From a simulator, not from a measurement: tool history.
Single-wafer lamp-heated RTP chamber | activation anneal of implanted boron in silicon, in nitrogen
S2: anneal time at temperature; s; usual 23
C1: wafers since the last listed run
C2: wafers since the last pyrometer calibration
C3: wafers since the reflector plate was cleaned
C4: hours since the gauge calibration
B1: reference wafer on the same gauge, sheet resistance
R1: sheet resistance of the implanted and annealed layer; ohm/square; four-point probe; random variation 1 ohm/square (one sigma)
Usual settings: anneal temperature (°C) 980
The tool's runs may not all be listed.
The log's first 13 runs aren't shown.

{"run": 14, "hour": 369.5, "anneal temperature (°C)": 963, "S2": 31, "C1": 146, "C2": 6778, "C3": 11571, "C4": 48.2, "B1": 404.77, "R1": 456.58}
{"run": 15, "hour": 385.5, "anneal temperature (°C)": 980, "S2": 23, "C1": 164, "C2": 6943, "C3": 11735, "C4": 64.2, "B1": 404.66, "R1": 449.77}
{"run": 16, "hour": 410.8, "anneal temperature (°C)": 980, "S2": 23, "C1": 260, "C2": 7204, "C3": 11996, "C4": 89.5, "B1": 404.84, "R1": 449.93}
{"hour": 482.1, "done": "pyrometer window cleaned and pyrometer calibrated"}
{"run": 17, "hour": 507.5, "anneal temperature (°C)": 965, "S2": 23, "C1": 914, "C2": 261, "C3": 12910, "C4": 186.2, "B1": 404.97, "R1": 464.98}
{"run": 18, "hour": 542.3, "anneal temperature (°C)": 980, "S2": 27, "C1": 358, "C2": 620, "C3": 13269, "C4": 221.0, "B1": 405.09, "R1": 451.62}
{"run": 19, "hour": 642.9, "anneal temperature (°C)": 980, "S2": 15, "C1": 1036, "C2": 1657, "C3": 14306, "C4": 321.6, "B1": 404.87, "R1": 452.44}
{"run": 20, "hour": 668.3, "anneal temperature (°C)": 980, "S2": 23, "C1": 261, "C2": 1918, "C3": 14567, "C4": 347.0, "B1": 404.9, "R1": 451.95}
{"run": 21, "hour": 697.1, "anneal temperature (°C)": 980, "S2": 23, "C1": 296, "C2": 2215, "C3": 14864, "C4": 375.8, "B1": 404.84, "R1": 450.74}
{"run": 22, "hour": 729.5, "anneal temperature (°C)": 989, "S2": 31, "C1": 333, "C2": 2549, "C3": 15198, "C4": 408.2, "B1": 405.11, "R1": 444.63}
{"run": 23, "hour": 760.7, "anneal temperature (°C)": 991, "S2": 29, "C1": 321, "C2": 2871, "C3": 15520, "C4": 439.4, "B1": 405.33, "R1": 444.9}
{"run": 24, "hour": 774.9, "anneal temperature (°C)": 991, "S2": 14, "C1": 146, "C2": 3017, "C3": 15666, "C4": 453.6, "B1": 405.27, "R1": 446.78}
{"run": 25, "hour": 797.0, "anneal temperature (°C)": 980, "S2": 31, "C1": 227, "C2": 3245, "C3": 15894, "C4": 475.7, "B1": 405.16, "R1": 447.54}
{"hour": 828.2, "done": "reflector plate cleaned"}
{"run": 26, "hour": 828.7, "anneal temperature (°C)": 969, "S2": 14, "C1": 244, "C2": 3489, "C3": 5, "C4": 507.4, "B1": 404.94, "R1": 468.25}
{"run": 27, "hour": 849.1, "anneal temperature (°C)": 1006, "S2": 12, "C1": 210, "C2": 3699, "C3": 215, "C4": 527.8, "B1": 404.77, "R1": 446.46}
{"run": 28, "hour": 872.8, "anneal temperature (°C)": 980, "S2": 23, "C1": 244, "C2": 3943, "C3": 460, "C4": 551.5, "B1": 404.85, "R1": 453.78}
{"run": 29, "hour": 897.0, "anneal temperature (°C)": 991, "S2": 23, "C1": 249, "C2": 4193, "C3": 709, "C4": 575.7, "B1": 405.44, "R1": 446.36}
{"run": 30, "hour": 920.8, "anneal temperature (°C)": 992, "S2": 37, "C1": 245, "C2": 4438, "C3": 954, "C4": 599.5, "B1": 404.95, "R1": 446.69}
{"run": 31, "hour": 936.5, "anneal temperature (°C)": 1009, "S2": 32, "C1": 161, "C2": 4600, "C3": 1116, "C4": 615.2, "B1": 405.07, "R1": 443.91}
{"run": 32, "hour": 971.5, "anneal temperature (°C)": 980, "S2": 31, "C1": 360, "C2": 4961, "C3": 1477, "C4": 650.2, "B1": 404.98, "R1": 450.19}
{"run": 33, "hour": 992.5, "anneal temperature (°C)": 980, "S2": 36, "C1": 216, "C2": 5177, "C3": 1693, "C4": 671.2, "B1": 405.0, "R1": 450.87}
{"hour": 1013.9, "done": "gauge calibrated"}
{"run": 34, "hour": 1067.6, "anneal temperature (°C)": 997, "S2": 15, "C1": 773, "C2": 5951, "C3": 2467, "C4": 53.7, "B1": 404.88, "R1": 445.33}
{"run": 35, "hour": 1082.5, "anneal temperature (°C)": 953, "S2": 17, "C1": 153, "C2": 6105, "C3": 2621, "C4": 68.6, "B1": 404.86, "R1": 488.61}
{"run": 36, "hour": 1105.1, "anneal temperature (°C)": 1005, "S2": 28, "C1": 232, "C2": 6337, "C3": 2854, "C4": 91.2, "B1": 405.1, "R1": 444.04}
{"hour": 1124.5, "done": "pyrometer window cleaned and pyrometer calibrated"}
{"run": 37, "hour": 1131.4, "anneal temperature (°C)": 1000, "S2": 35, "C1": 188, "C2": 71, "C3": 3042, "C4": 117.5, "B1": 404.92, "R1": 445.32}

4 ways to go on from here, each from the tool as it stands after run 37. What would each give?
{"run": "A", "hour": 1131.8, "anneal temperature (°C)": 980, "S2": 23, "C1": 4, "C2": 75, "C3": 3046, "C4": 117.9, "B1": "?", "R1": "?"}
{"run": "B", "hour": 1131.8, "anneal temperature (°C)": 960, "S2": 23, "C1": 4, "C2": 75, "C3": 3046, "C4": 117.9, "B1": "?", "R1": "?"}
{"run": "C", "hour": 1131.8, "anneal temperature (°C)": 980, "S2": 35, "C1": 4, "C2": 75, "C3": 3046, "C4": 117.9, "B1": "?", "R1": "?"}
{"run": "D", "hour": 1131.8, "anneal temperature (°C)": 1006, "S2": 18, "C1": 4, "C2": 75, "C3": 3046, "C4": 117.9, "B1": "?", "R1": "?"}

run=A B1=405.15 R1=457.38
run=B B1=405.15 R1=484.48
run=C B1=405.15 R1=454.27
run=D B1=405.15 R1=446.63
Without the tool's hidden state the same runs would have given:
run=A R1=459.34
run=B R1=489.40
run=C R1=455.90
run=D R1=447.14
